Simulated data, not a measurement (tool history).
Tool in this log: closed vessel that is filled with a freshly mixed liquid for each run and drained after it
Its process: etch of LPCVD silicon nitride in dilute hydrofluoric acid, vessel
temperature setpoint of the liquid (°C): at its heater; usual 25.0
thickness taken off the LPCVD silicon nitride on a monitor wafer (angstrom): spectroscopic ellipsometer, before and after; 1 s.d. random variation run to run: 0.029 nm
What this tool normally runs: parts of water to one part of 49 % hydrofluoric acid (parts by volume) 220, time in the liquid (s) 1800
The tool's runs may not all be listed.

run	day	temperature setpoint of the liquid (°C)	parts of water to one part of 49 % hydrofluoric acid (parts by volume)	time in the liquid (s)	wafers since the last listed run	hours since the thermometer was replaced	hours since the hydrofluoric acid flow meter was replaced	hours since the gauge calibration	read-back film thickness of the LPCVD silicon nitride reference wafer, read on the same gauge (nm)	thickness taken off the LPCVD silicon nitride on a monitor wafer (angstrom)
1	0.000	25.0	220	1800	0	716.9	855.5	1076.3	69.980	44.09
2	4.400	25.0	220	1800	5586	822.5	961.1	1181.9	70.074	44.30
# day 5.058: hydrofluoric acid flow meter replaced
# day 6.158: thermometer replaced
3	6.179	25.0	220	1800	2153	0.5	26.9	1224.6	70.016	41.93
4	8.029	25.0	220	1800	2348	44.9	71.3	1269.0	69.990	42.12
5	12.075	25.0	220	1800	5136	142.0	168.4	1366.1	70.015	41.98
# day 15.958: gauge calibrated
6	16.075	25.0	220	1800	5078	238.0	264.4	2.8	70.028	42.48
7	18.417	25.0	220	1800	2973	294.2	320.6	59.0	69.972	42.91
8	29.638	25.0	220	1800	14246	563.5	589.9	328.3	69.970	43.38
9	33.204	25.0	220	1800	4528	649.1	675.5	413.9	70.023	43.83
10	36.746	21.0	220	1800	4496	734.1	760.5	498.9	70.003	34.43
11	39.962	21.0	220	1800	4083	811.3	837.7	576.1	70.025	34.23
12	43.242	21.0	220	1800	4163	890.0	916.4	654.8	69.971	34.98
13	46.558	25.0	220	1800	4210	969.6	996.0	734.4	69.989	44.82
# day 49.954: thermometer replaced
# day 50.088: hydrofluoric acid flow meter replaced
14	50.604	25.0	220	1800	5030	15.6	12.4	831.5	70.022	42.06
15	52.446	25.0	220	1800	2338	59.8	56.6	875.7	70.062	42.14
16	56.338	25.0	220	1800	4940	153.2	150.0	969.1	69.970	42.52
17	64.879	25.0	220	1475	10844	358.2	355.0	1174.1	69.974	34.79
18	66.529	25.0	220	1800	2094	397.8	394.6	1213.7	69.962	42.48
19	68.892	25.0	220	2880	2999	454.5	451.3	1270.4	70.021	69.39
20	71.633	22.5	220	2310	3480	520.3	517.1	1336.2	69.960	47.84
21	83.192	25.0	220	1800	14674	797.7	794.5	1613.6	69.941	44.34
# day 85.817: thermometer replaced
22	87.371	23.5	125	760	5253	37.3	894.8	1713.9	70.054	29.95
# day 88.896: gauge calibrated
23	91.771	29.0	145	2070	5586	142.9	1000.4	69.0	69.999	100.70
# day 94.475: hydrofluoric acid flow meter replaced
24	95.983	25.0	130	1800	5295	244.0	36.2	170.1	69.972	69.69
25	99.200	26.5	115	2780	4083	321.2	113.4	247.3	69.986	136.16
26	103.271	25.0	220	1800	5168	418.9	211.1	345.0	70.004	42.22
27	104.983	25.0	220	1325	2174	460.0	252.2	386.1	70.005	31.32
28	106.971	25.0	220	1350	2523	507.7	299.9	433.8	70.038	31.56
29	108.850	29.5	170	1800	2385	552.8	345.0	478.9	70.005	73.38
30	112.138	28.0	305	1800	4173	631.7	423.9	557.8	69.972	37.27
31	116.262	25.0	220	1475	5237	730.7	522.9	656.8	69.989	35.08

For each run, what was the tool's unlogged condition?
liquid colder than its thermometer reads (K): 0 across all the runs
gauge reads high (%): 0 across all the runs
H1: hydrofluoric acid flow above the setpoint (%)
run	H1
1	5.94
2	6.67
3	1.07
4	1.38
5	2.05
6	2.71
7	3.1
8	4.96
9	5.55
10	6.14
11	6.67
12	7.22
13	7.77
14	1.04
15	1.35
16	1.99
17	3.41
18	3.68
19	4.07
20	4.53
21	6.44
22	7.14
23	7.87
24	0.44
25	0.974
26	1.65
27	1.93
28	2.26
29	2.57
30	3.12
31	3.8
